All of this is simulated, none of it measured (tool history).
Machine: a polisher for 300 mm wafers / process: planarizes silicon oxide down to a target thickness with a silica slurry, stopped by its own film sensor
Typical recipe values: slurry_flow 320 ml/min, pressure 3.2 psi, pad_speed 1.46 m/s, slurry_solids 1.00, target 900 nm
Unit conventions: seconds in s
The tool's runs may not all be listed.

run,day,slurry_flow,pressure,pad_speed,slurry_solids,target,wafers since the last listed run,wafers polished on this pad,hours since the slurry nozzle was cleaned,hours since the head pressure was calibrated,hours since the slurry blender was calibrated,hours since the conditioning disc was replaced,"incoming thickness of the incoming film, nm",seconds
1,0.000,270,3.2,1.46,1.00,900,0,1382,158.5,571.5,191.6,35.3,1168.9,103.2
2,4.071,270,3.2,1.46,1.00,900,919,2301,256.2,669.2,289.3,133.0,1165.9,103.7
3,8.421,270,3.2,1.46,1.00,900,982,3284,360.6,773.6,393.7,237.4,1175.3,109.7
4,10.012,320,3.2,1.46,1.00,900,359,3643,398.8,811.8,431.9,275.6,1181.8,108.8
5,12.488,320,3.2,1.90,1.00,847,559,4203,458.2,871.2,491.3,335.0,1157.8,100.5
6,14.567,320,3.2,1.62,0.85,900,469,4672,508.1,921.1,541.2,384.9,1187.6,114.2
7,18.275,320,3.2,1.46,1.00,900,837,5510,597.1,1010.1,630.2,473.9,1154.4,105.5
# day 20.175: slurry blender recalibrated
8,21.088,320,4.3,1.46,1.00,984,616,6126,664.6,1077.6,21.9,541.4,1182.1,59.3
# day 21.679: head pressure recalibrated
# day 22.662: worn pad replaced by a new one
9,23.858,215,3.2,1.76,1.00,900,569,270,731.1,52.3,88.4,607.9,1168.7,90.4
# day 24.796: conditioning disc replaced and pad reconditioned
# day 28.221: slurry nozzle cleaned
10,34.679,405,2.1,0.96,1.15,900,2415,2686,155.0,312.0,348.1,237.2,1172.9,192.2
11,36.550,320,3.2,1.46,1.00,826,422,3108,199.9,356.9,393.0,282.1,1176.0,139.1
12,39.392,320,2.2,1.80,1.00,944,641,3750,268.1,425.1,461.2,350.3,1174.2,100.9
13,43.438,240,3.2,1.46,1.00,900,913,4664,365.2,522.2,558.3,447.4,1167.3,110.1
14,45.396,320,3.2,1.46,1.00,900,442,5107,412.2,569.2,605.3,494.4,1177.4,112.0
# day 47.758: slurry blender recalibrated
15,49.600,320,3.2,1.46,1.00,900,930,6037,513.1,670.1,44.2,595.3,1167.1,101.2
# day 53.529: worn pad replaced by a new one
16,53.792,275,4.0,1.94,1.00,842,909,59,613.7,770.7,144.8,695.9,1152.7,80.6
17,57.462,320,3.8,1.02,1.10,931,829,888,701.8,858.8,232.9,784.0,1166.3,100.8
# day 58.546: conditioning disc replaced and pad reconditioned
# day 61.062: slurry nozzle cleaned
18,61.404,320,3.2,1.46,1.00,935,862,1750,8.2,953.4,327.5,68.6,1170.0,90.2
19,63.942,320,3.2,1.46,1.00,900,573,2323,69.1,1014.3,388.4,129.5,1151.1,97.1
20,68.333,320,3.2,1.84,0.90,847,991,3315,174.5,1119.7,493.8,234.9,1162.7,106.5
21,71.675,420,2.2,1.46,0.70,822,754,4070,254.7,1199.9,574.0,315.1,1172.0,212.5
22,74.388,365,3.5,1.08,1.00,811,612,4683,319.8,1265.0,639.1,380.2,1180.0,175.8
# day 78.954: slurry blender recalibrated
# day 79.842: head pressure recalibrated
23,81.708,320,3.2,1.46,1.00,900,1615,6299,495.5,44.8,66.1,555.9,1189.4,110.0
24,85.329,320,3.2,1.46,1.15,900,817,7117,582.4,131.7,153.0,642.8,1163.1,96.2
# day 87.412: worn pad replaced by a new one
25,87.521,320,3.2,1.46,1.00,826,457,24,635.0,184.3,205.6,695.4,1188.4,142.8
# day 88.462: conditioning disc replaced and pad reconditioned
26,89.158,320,3.2,1.46,1.00,845,351,375,674.3,223.6,244.9,16.7,1176.5,128.8

3 options for the next run, each taken on its own from the tool as it stands now. Forecast them:
A,89.175,320,3.2,1.46,1.00,900,3,378,674.7,224.0,245.3,17.1,1172.9,?
B,89.175,375,2.7,1.18,1.10,900,3,378,674.7,224.0,245.3,17.1,1172.9,?
C,89.175,320,2.9,1.46,1.00,900,3,378,674.7,224.0,245.3,17.1,1172.9,?

run,seconds
A,106.6
B,137.4
C,114.9
Stripped of hidden state, with their random variation kept, the same runs would have yielded:
run,seconds
A,103.7
B,133.9
C,111.8

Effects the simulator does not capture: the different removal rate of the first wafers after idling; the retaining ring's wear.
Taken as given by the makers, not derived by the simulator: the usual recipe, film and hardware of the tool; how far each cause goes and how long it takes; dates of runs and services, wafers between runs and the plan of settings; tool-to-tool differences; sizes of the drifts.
